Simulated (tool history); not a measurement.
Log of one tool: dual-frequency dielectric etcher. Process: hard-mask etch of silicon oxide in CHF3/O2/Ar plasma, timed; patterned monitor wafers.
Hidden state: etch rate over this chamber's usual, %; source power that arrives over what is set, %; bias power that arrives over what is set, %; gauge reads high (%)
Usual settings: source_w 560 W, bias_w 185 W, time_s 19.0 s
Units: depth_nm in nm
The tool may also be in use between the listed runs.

run   hour  source_w  bias_w  time_s  wafers since the last listed run  hours since the last wet clean  hours since the last source power generator calibration  hours since the last bias power generator calibration  hours since the last upper electrode change  hours since the gauge calibration  read-back reference wafer on the same gauge, depth_nm  depth_nm
  1    0.0       560     185    19.0                                 0                             0.8                                                   3568.8                                                 4003.4                                       5474.5                                6.5                                                  31.79     36.04
  2    2.4       560     156    19.0                                23                             3.2                                                   3571.2                                                 4005.8                                       5476.9                                8.9                                                  31.70     33.91
       8.4  -- bias power generator calibrated
  3   17.7       560     156    19.0                               109                            18.5                                                   3586.5                                                    9.3                                       5492.2                               24.2                                                  31.68     33.65
  4   52.9       560     185    19.0                               341                            53.7                                                   3621.7                                                   44.5                                       5527.4                               59.4                                                  31.72     35.96
  5   64.6       560     185    19.0                               113                            65.4                                                   3633.4                                                   56.2                                       5539.1                               71.1                                                  31.70     35.86
      77.5  -- source power generator calibrated
  6   78.0       560     185    19.0                                91                            78.8                                                      0.5                                                   69.6                                       5552.5                               84.5                                                  31.71     36.16
  7   91.4       630     185    19.0                               129                            92.2                                                     13.9                                                   83.0                                       5565.9                               97.9                                                  31.74     37.32
  8  108.7       630     185    19.0                               167                           109.5                                                     31.2                                                  100.3                                       5583.2                              115.2                                                  31.71     37.76
  9  124.2       460     185    21.5                               150                           125.0                                                     46.7                                                  115.8                                       5598.7                              130.7                                                  31.60     37.60
 10  137.0       460     185    21.5                               124                           137.8                                                     59.5                                                  128.6                                       5611.5                              143.5                                                  31.70     37.70
 11  146.5       690     168    16.0                                92                           147.3                                                     69.0                                                  138.1                                       5621.0                              153.0                                                  31.68     31.88
 12  157.2       630     216    22.5                               103                           158.0                                                     79.7                                                  148.8                                       5631.7                              163.7                                                  31.65     46.91
 13  167.1       670     185    23.0                                95                           167.9                                                     89.6                                                  158.7                                       5641.6                              173.6                                                  31.73     46.48
 14  178.4       560     185    23.0                               109                           179.2                                                    100.9                                                  170.0                                       5652.9                              184.9                                                  31.66     43.37
 15  185.7       560     185    14.0                                70                           186.5                                                    108.2                                                  177.3                                       5660.2                              192.2                                                  31.67     26.49
 16  196.0       610     144    19.0                                99                           196.8                                                    118.5                                                  187.6                                       5670.5                              202.5                                                  31.77     34.12
     232.2  -- upper electrode replaced
 17  232.7       670     166    19.0                               123                           233.5                                                    155.2                                                  224.3                                          0.5                              239.2                                                  31.72     37.35
 18  233.0       560     185    19.0                                 2                           233.8                                                    155.5                                                  224.6                                          0.8                              239.5                                                  31.74     36.22
 19  233.4       630     185    15.5                                 3                           234.2                                                    155.9                                                  225.0                                          1.2                              239.9                                                  31.69     30.60
 20  236.8       560     185    19.0                                32                           237.6                                                    159.3                                                  228.4                                          4.6                              243.3                                                  31.68     35.57
 21  243.5       560     185    19.0                                64                           244.3                                                    166.0                                                  235.1                                         11.3                              250.0                                                  31.68     35.91
 22  259.1       450     173    20.5                               151                           259.9                                                    181.6                                                  250.7                                         26.9                              265.6                                                  31.78     34.64
 23  270.7       630     185    21.5                               112                           271.5                                                    193.2                                                  262.3                                         38.5                              277.2                                                  31.72     42.60
 24  278.6       560     185    19.0                                76                           279.4                                                    201.1                                                  270.2                                         46.4                              285.1                                                  31.79     35.74
 25  318.1       450     185    19.0                               382                           318.9                                                    240.6                                                  309.7                                         85.9                              324.6                                                  31.70     32.97
 26  327.3       560     185    19.0                                89                           328.1                                                    249.8                                                  318.9                                         95.1                              333.8                                                  31.72     35.94
 27  377.5       560     185    22.5                               486                           378.3                                                    300.0                                                  369.1                                        145.3                              384.0                                                  31.66     42.62
 28  384.2       560     140    21.5                                64                           385.0                                                    306.7                                                  375.8                                        152.0                              390.7                                                  31.71     37.12
 29  401.1       640     185    22.5                               163                           401.9                                                    323.6                                                  392.7                                        168.9                              407.6                                                  31.71     44.46
 30  410.3       470     226    16.5                                89                           411.1                                                    332.8                                                  401.9                                        178.1                              416.8                                                  31.68     31.24
 31  420.5       560     185    19.0                                98                           421.3                                                    343.0                                                  412.1                                        188.3                              427.0                                                  31.69     35.74

The tool's hidden state at each run:
etch rate over this chamber's usual, %: 0 in every run
source power that arrives over what is set, %: 0 in every run
bias power that arrives over what is set, %: 0 in every run
gauge reads high (%): 0 in every run

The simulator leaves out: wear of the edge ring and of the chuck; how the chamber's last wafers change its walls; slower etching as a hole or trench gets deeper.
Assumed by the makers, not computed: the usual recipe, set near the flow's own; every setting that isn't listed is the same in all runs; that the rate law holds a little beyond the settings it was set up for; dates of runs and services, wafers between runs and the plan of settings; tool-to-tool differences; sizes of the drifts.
